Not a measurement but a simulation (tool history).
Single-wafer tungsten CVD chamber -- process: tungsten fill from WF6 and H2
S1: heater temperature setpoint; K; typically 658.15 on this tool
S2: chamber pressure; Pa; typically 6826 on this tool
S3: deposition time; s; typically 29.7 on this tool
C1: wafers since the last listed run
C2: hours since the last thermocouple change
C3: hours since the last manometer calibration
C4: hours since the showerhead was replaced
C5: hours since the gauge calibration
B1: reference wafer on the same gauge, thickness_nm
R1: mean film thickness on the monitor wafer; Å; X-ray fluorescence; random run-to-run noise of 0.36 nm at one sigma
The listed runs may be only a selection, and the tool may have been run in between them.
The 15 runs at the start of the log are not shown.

| run | hour | S1 | S2 | S3 | C1 | C2 | C3 | C4 | C5 | B1 | R1 |
|---|---|---|---|---|---|---|---|---|---|---|---|
| 16 | 1160.2 | 658.15 | 6826 | 29.7 | 2397 | 135.0 | 701.2 | 8138.3 | 710.0 | 65.353 | 760.24 |
| 17 | 1306.4 | 658.15 | 6826 | 29.7 | 3338 | 281.2 | 847.4 | 8284.5 | 856.2 | 65.253 | 759.93 |
| 18 | 1374.0 | 671.15 | 5213 | 31.8 | 1543 | 348.8 | 915.0 | 8352.1 | 923.8 | 65.344 | 939.13 |
| 19 | 1412.8 | 658.15 | 6826 | 29.7 | 886 | 387.6 | 953.8 | 8390.9 | 962.6 | 65.289 | 753.18 |
| 20 | 1458.6 | 658.15 | 7386 | 29.7 | 1045 | 433.4 | 999.6 | 8436.7 | 1008.4 | 65.317 | 773.87 |
| 21 | 1524.1 | 658.15 | 7773 | 29.7 | 1495 | 498.9 | 1065.1 | 8502.2 | 1073.9 | 65.306 | 777.75 |
| 22 | 1586.7 | 648.15 | 6826 | 32.8 | 1429 | 561.5 | 1127.7 | 8564.8 | 1136.5 | 65.302 | 695.51 |
|  | 1638.0 | showerhead replaced |
| 23 | 1638.5 | 650.15 | 6826 | 34.1 | 1000 | 613.3 | 1179.5 | 0.5 | 1188.3 | 65.380 | 748.41 |
|  | 1694.5 | capacitance manometer re-zeroed and calibrated |
| 24 | 1706.5 | 658.15 | 6826 | 25.1 | 1370 | 681.3 | 12.0 | 68.5 | 1256.3 | 65.206 | 648.46 |
| 25 | 1748.9 | 658.15 | 6826 | 29.7 | 968 | 723.7 | 54.4 | 110.9 | 1298.7 | 65.211 | 768.58 |
|  | 1821.1 | gauge calibrated |
| 26 | 1846.2 | 645.15 | 6826 | 29.7 | 2221 | 821.0 | 151.7 | 208.2 | 25.1 | 65.354 | 605.91 |
| 27 | 1915.7 | 668.15 | 6826 | 29.7 | 1587 | 890.5 | 221.2 | 277.7 | 94.6 | 65.292 | 903.46 |
| 28 | 1985.0 | 665.15 | 6826 | 29.7 | 1582 | 959.8 | 290.5 | 347.0 | 163.9 | 65.184 | 863.50 |
| 29 | 2063.0 | 658.15 | 7866 | 29.7 | 1781 | 1037.8 | 368.5 | 425.0 | 241.9 | 65.266 | 793.06 |
| 30 | 2105.7 | 658.15 | 6826 | 29.7 | 975 | 1080.5 | 411.2 | 467.7 | 284.6 | 65.310 | 765.32 |
| 31 | 2206.8 | 658.15 | 6826 | 29.7 | 2308 | 1181.6 | 512.3 | 568.8 | 385.7 | 65.264 | 762.38 |
| 32 | 2251.1 | 658.15 | 6826 | 29.7 | 1011 | 1225.9 | 556.6 | 613.1 | 430.0 | 65.325 | 758.05 |
| 33 | 2325.1 | 658.15 | 6826 | 25.0 | 1689 | 1299.9 | 630.6 | 687.1 | 504.0 | 65.275 | 638.34 |
| 34 | 2365.2 | 647.15 | 5786 | 29.7 | 915 | 1340.0 | 670.7 | 727.2 | 544.1 | 65.290 | 602.06 |

Forecast each of these 4 alternatives for the next run:
| A | 2365.6 | 658.15 | 5786 | 29.7 | 9 | 1340.4 | 671.1 | 727.6 | 544.5 | ? | ? |
| B | 2365.6 | 671.15 | 7613 | 26.3 | 9 | 1340.4 | 671.1 | 727.6 | 544.5 | ? | ? |
| C | 2365.6 | 658.15 | 5986 | 31.7 | 9 | 1340.4 | 671.1 | 727.6 | 544.5 | ? | ? |
| D | 2365.6 | 658.15 | 7639 | 29.7 | 9 | 1340.4 | 671.1 | 727.6 | 544.5 | ? | ? |

| run | B1 | R1 |
|---|---|---|
| A | 65.364 | 729.48 |
| B | 65.364 | 860.92 |
| C | 65.364 | 785.03 |
| D | 65.364 | 781.12 |
What these runs would have given with no unlogged condition in the tool:
| run | R1 |
|---|---|
| A | 734.37 |
| B | 866.52 |
| C | 790.29 |
| D | 786.21 |

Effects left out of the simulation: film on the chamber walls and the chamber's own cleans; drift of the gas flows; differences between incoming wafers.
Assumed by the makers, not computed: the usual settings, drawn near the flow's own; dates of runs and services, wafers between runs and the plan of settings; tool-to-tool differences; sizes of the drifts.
